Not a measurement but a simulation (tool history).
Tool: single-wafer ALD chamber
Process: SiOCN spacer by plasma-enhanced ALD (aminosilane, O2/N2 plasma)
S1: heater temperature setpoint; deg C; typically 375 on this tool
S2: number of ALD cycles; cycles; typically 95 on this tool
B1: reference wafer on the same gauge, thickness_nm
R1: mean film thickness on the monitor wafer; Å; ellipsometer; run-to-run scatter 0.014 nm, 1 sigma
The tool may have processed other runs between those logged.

| run | hour | S1 | S2 | B1 | R1 |
|---|---|---|---|---|---|
| 1 | 0.0 | 375 | 87 | 5.533 | 50.66 |
| 2 | 15.9 | 375 | 87 | 5.529 | 50.76 |
| 3 | 38.4 | 375 | 95 | 5.533 | 55.47 |
| 4 | 68.8 | 375 | 95 | 5.529 | 55.55 |
| 5 | 98.4 | 375 | 95 | 5.534 | 55.12 |
| 6 | 124.8 | 366 | 95 | 5.525 | 55.45 |
| 7 | 153.8 | 366 | 95 | 5.537 | 55.28 |
| 8 | 174.7 | 366 | 95 | 5.538 | 55.56 |
| 9 | 206.7 | 375 | 95 | 5.540 | 55.46 |
| 10 | 234.2 | 375 | 108 | 5.540 | 62.95 |
| 11 | 323.2 | 375 | 108 | 5.549 | 63.17 |
| 12 | 342.6 | 375 | 88 | 5.546 | 51.41 |
| 13 | 362.0 | 375 | 88 | 5.553 | 51.38 |
|  | 432.8 | thermocouple changed; heater temperature recalibrated |
| 14 | 450.4 | 375 | 88 | 5.557 | 51.32 |
| 15 | 484.6 | 375 | 95 | 5.561 | 55.44 |
| 16 | 577.1 | 375 | 95 | 5.572 | 55.61 |
| 17 | 605.0 | 375 | 107 | 5.576 | 62.85 |
| 18 | 631.3 | 375 | 88 | 5.575 | 51.73 |
| 19 | 653.7 | 375 | 86 | 5.584 | 50.61 |
|  | 654.6 | gauge calibrated |
| 20 | 687.8 | 380 | 109 | 5.512 | 63.18 |
| 21 | 709.4 | 383 | 86 | 5.512 | 50.09 |
| 22 | 729.0 | 371 | 85 | 5.511 | 49.29 |
| 23 | 741.1 | 363 | 77 | 5.515 | 44.68 |
| 24 | 756.3 | 367 | 95 | 5.510 | 55.31 |
| 25 | 850.8 | 375 | 95 | 5.514 | 55.08 |
| 26 | 873.8 | 375 | 101 | 5.509 | 58.61 |
| 27 | 895.5 | 375 | 100 | 5.515 | 58.10 |
| 28 | 925.1 | 368 | 79 | 5.519 | 46.14 |
| 29 | 958.7 | 387 | 103 | 5.509 | 59.92 |
| 30 | 1021.4 | 388 | 95 | 5.517 | 55.31 |
| 31 | 1046.7 | 375 | 85 | 5.520 | 49.41 |

Forecast each of these 3 alternatives for the next run:
| A | 1047.3 | 375 | 95 | ? | ? |
| B | 1047.3 | 387 | 82 | ? | ? |
| C | 1047.3 | 364 | 81 | ? | ? |

| run | B1 | R1 |
|---|---|---|
| A | 5.523 | 55.56 |
| B | 5.523 | 47.96 |
| C | 5.523 | 47.38 |
Without the tool's unlogged condition, the same runs would have read:
| run | R1 |
|---|---|
| A | 55.49 |
| B | 47.90 |
| C | 47.31 |
